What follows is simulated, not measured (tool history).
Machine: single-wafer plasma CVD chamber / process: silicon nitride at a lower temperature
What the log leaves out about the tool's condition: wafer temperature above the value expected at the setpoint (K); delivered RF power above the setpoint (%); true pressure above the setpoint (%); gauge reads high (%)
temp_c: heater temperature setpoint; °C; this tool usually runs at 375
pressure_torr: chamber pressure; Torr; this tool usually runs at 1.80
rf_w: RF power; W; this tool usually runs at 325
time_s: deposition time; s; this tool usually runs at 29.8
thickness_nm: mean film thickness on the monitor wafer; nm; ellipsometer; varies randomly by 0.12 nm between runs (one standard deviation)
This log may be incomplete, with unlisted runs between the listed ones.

run	hour	temp_c	pressure_torr	rf_w	time_s	wafers since the last listed run	hours since the last thermocouple change	hours since the last RF generator calibration	hours since the last manometer calibration	hours since the showerhead was replaced	hours since the gauge calibration	read-back reference wafer on the same gauge, thickness_nm	thickness_nm
1	0.0	387	1.80	325	29.8	0	908.3	62.3	407.0	37.3	1285.9	44.977	39.066
2	47.4	375	1.80	325	27.7	705	955.7	109.7	454.4	84.7	1333.3	45.012	36.602
# hour 52.2: gauge calibrated
3	97.2	371	1.80	325	29.8	741	1005.5	159.5	504.2	134.5	45.0	44.991	39.297
4	161.2	371	1.80	325	29.8	952	1069.5	223.5	568.2	198.5	109.0	44.968	39.421
5	225.1	375	1.80	325	29.8	950	1133.4	287.4	632.1	262.4	172.9	44.997	39.049
6	250.8	388	1.80	285	29.8	382	1159.1	313.1	657.8	288.1	198.6	45.002	34.799
7	282.6	383	2.10	270	29.8	473	1190.9	344.9	689.6	319.9	230.4	44.989	34.689
8	336.7	375	1.80	325	29.8	805	1245.0	399.0	743.7	374.0	284.5	45.037	39.097
9	402.0	375	1.80	325	29.8	971	1310.3	464.3	809.0	439.3	349.8	45.007	39.013
10	465.3	375	1.94	285	29.8	942	1373.6	527.6	872.3	502.6	413.1	44.972	35.686
11	495.7	375	1.80	325	29.8	452	1404.0	558.0	902.7	533.0	443.5	45.015	39.136
12	536.1	375	1.80	325	29.8	601	1444.4	598.4	943.1	573.4	483.9	45.018	38.839
# hour 595.1: capacitance manometer re-zeroed and calibrated
13	598.4	375	1.80	325	35.1	808	1506.7	660.7	3.3	635.7	546.2	45.021	46.632
14	634.9	375	2.22	305	35.2	543	1543.2	697.2	39.8	672.2	582.7	44.983	46.807
15	686.7	370	1.80	305	25.9	770	1595.0	749.0	91.6	724.0	634.5	44.982	32.649
16	754.5	389	1.80	290	33.0	1009	1662.8	816.8	159.4	791.8	702.3	45.020	39.339
17	784.0	363	2.11	360	32.0	439	1692.3	846.3	188.9	821.3	731.8	45.003	48.015
18	837.9	371	1.93	325	29.8	802	1746.2	900.2	242.8	875.2	785.7	44.997	40.325
19	871.9	375	1.64	355	28.2	506	1780.2	934.2	276.8	909.2	819.7	45.018	38.905
# hour 907.8: thermocouple changed; heater temperature recalibrated
20	926.3	375	1.80	325	29.8	690	18.5	988.6	331.2	963.6	874.1	44.987	39.223
21	989.9	375	1.57	325	24.4	946	82.1	1052.2	394.8	1027.2	937.7	45.011	31.056
22	1041.9	375	1.80	300	34.0	773	134.1	1104.2	446.8	1079.2	989.7	45.005	42.086
23	1071.8	375	1.80	325	27.4	444	164.0	1134.1	476.7	1109.1	1019.6	45.016	36.280

Estimate the outcome of run 24 from the log above:
24	1139.9	370	1.80	305	29.8	1013	232.1	1202.2	544.8	1177.2	1087.7	?	?

Logged for run 24: read-back reference wafer on the same gauge, thickness_nm 45.005, thickness_nm 37.417 nm.
Take away the tool's hidden state, keep the run-to-run variation as it was, and the same run would have given thickness_nm 37.699 nm.

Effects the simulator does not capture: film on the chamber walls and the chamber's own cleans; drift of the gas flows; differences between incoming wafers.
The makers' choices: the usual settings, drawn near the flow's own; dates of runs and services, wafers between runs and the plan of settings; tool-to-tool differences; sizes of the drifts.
